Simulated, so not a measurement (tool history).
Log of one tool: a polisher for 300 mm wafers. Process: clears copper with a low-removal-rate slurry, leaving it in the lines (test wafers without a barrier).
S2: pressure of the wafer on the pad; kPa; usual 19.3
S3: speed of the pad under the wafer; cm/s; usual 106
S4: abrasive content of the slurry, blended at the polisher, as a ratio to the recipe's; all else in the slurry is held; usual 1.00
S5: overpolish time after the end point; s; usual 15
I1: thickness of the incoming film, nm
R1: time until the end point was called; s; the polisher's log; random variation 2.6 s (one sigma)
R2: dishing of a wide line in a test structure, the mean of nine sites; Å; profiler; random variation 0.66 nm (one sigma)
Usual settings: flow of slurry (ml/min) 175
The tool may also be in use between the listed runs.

run 1 hour=0.0 | flow_of_slurry_(ml/min)=175 S2=24.1 S3=106 S4=1.00 S5=15 | I1=494.4 | R1=161.6 R2=348
-- hour=22.7 slurry blender recalibrated
run 2 hour=63.6 | flow_of_slurry_(ml/min)=175 S2=24.1 S3=106 S4=1.00 S5=15 | I1=494.7 | R1=164.0 R2=339
run 3 hour=90.5 | flow_of_slurry_(ml/min)=175 S2=19.3 S3=106 S4=1.00 S5=21 | I1=498.0 | R1=192.2 R2=367
-- hour=110.2 worn pad replaced by a new one
-- hour=236.2 slurry blender recalibrated
run 4 hour=268.6 | flow_of_slurry_(ml/min)=175 S2=19.3 S3=106 S4=1.00 S5=21 | I1=488.5 | R1=194.8 R2=358
-- hour=328.4 worn pad replaced by a new one
run 5 hour=365.9 | flow_of_slurry_(ml/min)=175 S2=19.3 S3=106 S4=1.00 S5=21 | I1=503.9 | R1=202.9 R2=363
-- hour=387.4 slurry nozzle cleaned
run 6 hour=429.9 | flow_of_slurry_(ml/min)=175 S2=19.3 S3=106 S4=1.00 S5=15 | I1=490.1 | R1=196.7 R2=266
-- hour=450.4 slurry blender recalibrated
run 7 hour=474.8 | flow_of_slurry_(ml/min)=175 S2=19.3 S3=106 S4=1.00 S5=15 | I1=492.2 | R1=195.5 R2=276
-- hour=521.7 worn pad replaced by a new one
run 8 hour=522.2 | flow_of_slurry_(ml/min)=175 S2=19.3 S3=106 S4=1.00 S5=15 | I1=495.4 | R1=199.5 R2=270
run 9 hour=547.4 | flow_of_slurry_(ml/min)=175 S2=19.3 S3=106 S4=1.00 S5=15 | I1=500.1 | R1=203.0 R2=269
-- hour=572.2 head pressure recalibrated
run 10 hour=616.1 | flow_of_slurry_(ml/min)=175 S2=19.3 S3=106 S4=1.00 S5=15 | I1=492.2 | R1=188.1 R2=298
-- hour=668.5 slurry blender recalibrated
run 11 hour=683.9 | flow_of_slurry_(ml/min)=135 S2=19.3 S3=80 S4=1.00 S5=19 | I1=492.8 | R1=257.3 R2=271
-- hour=728.0 worn pad replaced by a new one
run 12 hour=728.5 | flow_of_slurry_(ml/min)=175 S2=14.5 S3=106 S4=1.00 S5=18 | I1=496.2 | R1=242.5 R2=264
run 13 hour=757.2 | flow_of_slurry_(ml/min)=175 S2=19.3 S3=106 S4=1.00 S5=15 | I1=499.8 | R1=200.7 R2=276
run 14 hour=808.4 | flow_of_slurry_(ml/min)=175 S2=19.3 S3=106 S4=0.75 S5=10 | I1=489.7 | R1=205.9 R2=177
-- hour=852.3 slurry blender recalibrated
run 15 hour=852.8 | flow_of_slurry_(ml/min)=215 S2=25.5 S3=124 S4=1.15 S5=15 | I1=500.1 | R1=129.2 R2=413
-- hour=897.4 worn pad replaced by a new one
run 16 hour=919.8 | flow_of_slurry_(ml/min)=175 S2=26.2 S3=106 S4=1.00 S5=9 | I1=500.9 | R1=153.3 R2=225
run 17 hour=982.0 | flow_of_slurry_(ml/min)=150 S2=19.3 S3=128 S4=1.00 S5=20 | I1=489.8 | R1=167.6 R2=418

5 ways to go on from here, each from the tool as it stands after run 17. What would each give?
run A hour=982.5 | flow_of_slurry_(ml/min)=175 S2=19.3 S3=106 S4=1.30 S5=15 | I1=486.2 | R1=? R2=?
run B hour=982.5 | flow_of_slurry_(ml/min)=175 S2=19.3 S3=128 S4=1.00 S5=15 | I1=486.2 | R1=? R2=?
run C hour=982.5 | flow_of_slurry_(ml/min)=135 S2=19.3 S3=106 S4=1.00 S5=8 | I1=486.2 | R1=? R2=?
run D hour=982.5 | flow_of_slurry_(ml/min)=155 S2=19.3 S3=106 S4=1.00 S5=11 | I1=486.2 | R1=? R2=?
run E hour=982.5 | flow_of_slurry_(ml/min)=160 S2=19.3 S3=78 S4=1.00 S5=7 | I1=486.2 | R1=? R2=?

run=A R1=186.8 R2=274
run=B R1=165.0 R2=306
run=C R1=203.8 R2=141
run=D R1=200.5 R2=193
run=E R1=267.6 R2=95
Without the tool's hidden state the same runs would have given:
run=A R1=174.5 R2=292
run=B R1=154.1 R2=326
run=C R1=190.4 R2=150
run=D R1=187.4 R2=206
run=E R1=250.0 R2=102
